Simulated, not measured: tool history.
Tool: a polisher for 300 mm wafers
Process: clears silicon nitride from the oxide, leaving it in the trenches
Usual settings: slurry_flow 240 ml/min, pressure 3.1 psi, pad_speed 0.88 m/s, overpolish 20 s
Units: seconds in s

run   hour  slurry_flow  pressure  pad_speed  overpolish  wafers since the last listed run  wafers polished on this pad  hours since the slurry nozzle was cleaned  hours since the head pressure was calibrated  incoming thickness of the incoming film, nm  seconds
  1    0.0          260       3.1       0.88          20                                 0                         1592                                      147.2                                         835.4                                         68.6     99.5
  2   18.5          260       3.1       0.88          20                               198                         1791                                      165.7                                         853.9                                         70.5     99.2
  3   53.2          175       3.1       0.88          20                               372                         2164                                      200.4                                         888.6                                         69.9    105.9
  4   80.8          175       3.1       0.88          20                               296                         2460                                      228.0                                         916.2                                         70.0    103.5
  5   97.3          240       3.1       0.88          20                               177                         2638                                      244.5                                         932.7                                         69.1     98.5
     104.2  -- worn pad replaced by a new one
  6  129.1          240       3.1       0.88          20                               298                          267                                      276.3                                         964.5                                         70.1    101.0
  7  162.7          240       3.1       0.88          20                               361                          628                                      309.9                                         998.1                                         70.3    100.7
     175.2  -- slurry nozzle cleaned
  8  181.3          240       3.1       0.88          20                               189                          817                                        6.1                                        1016.7                                         70.6    100.0
  9  204.3          240       3.1       0.88          20                               247                         1064                                       29.1                                        1039.7                                         70.9    100.7
 10  220.4          240       3.1       0.88          20                               173                         1237                                       45.2                                        1055.8                                         70.1    100.5
 11  233.1          240       3.1       0.88          20                               136                         1373                                       57.9                                        1068.5                                         68.8     97.1
 12  260.4          240       3.9       0.88          20                               293                         1667                                       85.2                                        1095.8                                         71.3     80.1
 13  273.6          155       3.1       0.64           9                               141                         1809                                       98.4                                        1109.0                                         70.3    136.2
 14  296.0          165       3.1       0.88          29                               240                         2049                                      120.8                                        1131.4                                         68.7    105.3
 15  312.7          240       2.0       0.74          20                               179                         2229                                      137.5                                        1148.1                                         70.2    180.6
 16  335.7          270       3.1       0.70          25                               247                         2476                                      160.5                                        1171.1                                         70.5    118.9
     345.6  -- worn pad replaced by a new one
 17  368.1          240       3.1       0.88          20                               305                          242                                      192.9                                        1203.5                                         69.4     98.2
     400.3  -- head pressure recalibrated
 18  401.7          240       4.0       0.88          20                               339                          581                                      226.5                                           1.4                                         69.7     76.7
 19  435.6          240       3.5       0.60          20                               364                          945                                      260.4                                          35.3                                         70.4    118.5
 20  449.0          240       3.1       0.88          20                               143                         1089                                      273.8                                          48.7                                         69.8     98.6
     519.2  -- slurry nozzle cleaned
 21  524.1          240       3.1       0.88          20                               796                         1886                                        4.9                                         123.8                                         69.4     98.7
 22  553.4          275       3.1       1.00          25                               314                         2200                                       34.2                                         153.1                                         69.1     87.3
 23  578.8          320       3.1       1.10          20                               272                         2473                                       59.6                                         178.5                                         70.2     81.5
     583.3  -- worn pad replaced by a new one
 24  611.9          240       3.1       0.72          28                               312                          307                                       92.7                                         211.6                                         70.0    117.0
 25  626.9          240       3.1       0.88          25                               161                          468                                      107.7                                         226.6                                         69.6     99.3
 26  645.2          285       3.6       1.00           8                               196                          665                                      126.0                                         244.9                                         70.2     76.5
 27  661.4          240       3.1       0.88          20                               174                          839                                      142.2                                         261.1                                         70.2    100.9
 28  684.3          240       4.0       0.60           9                               246                         1085                                      165.1                                         284.0                                         70.5    103.9
 29  711.7          240       3.1       0.88           9                               294                         1380                                      192.5                                         311.4                                         69.4     98.8
 30  733.5          240       2.4       1.14          20                               234                         1614                                      214.3                                         333.2                                         70.0    103.2
 31  765.9          295       3.8       0.88          12                               348                         1962                                      246.7                                         365.6                                         70.9     81.8
 32  785.8          240       3.1       0.88          20                               213                         2176                                      266.6                                         385.5                                         68.9     97.7
     797.5  -- slurry nozzle cleaned
 33  842.4          240       3.1       0.88          20                               597                         2773                                       44.9                                         442.1                                         68.9     98.4
     852.4  -- worn pad replaced by a new one
 34  859.1          265       3.1       0.78          20                               136                           71                                       61.6                                         458.8                                         70.8    109.5
 35  882.7          325       4.0       1.10          24                               253                          325                                       85.2                                         482.4                                         70.8     64.6
 36  916.9          240       3.1       0.88          20                               367                          692                                      119.4                                         516.6                                         69.9     99.6

5 ways to go on from here, each from the tool as it stands after run 36. What would each give?
  A  917.3          240       3.1       0.88          20                                 4                          697                                      119.8                                         517.0                                         69.5        ?
  B  917.3          240       2.7       0.88          20                                 4                          697                                      119.8                                         517.0                                         69.5        ?
  C  917.3          310       2.3       0.72          20                                 4                          697                                      119.8                                         517.0                                         69.5        ?
  D  917.3          160       2.4       0.78          13                                 4                          697                                      119.8                                         517.0                                         69.5        ?
  E  917.3          180       4.1       0.88          20                                 4                          697                                      119.8                                         517.0                                         69.5        ?

run  seconds
  A     99.6
  B    114.4
  C    153.4
  D    148.4
  E     77.8
Without the tool's hidden state the same runs would have given:
run  seconds
  A     99.6
  B    114.4
  C    153.4
  D    148.4
  E     77.8
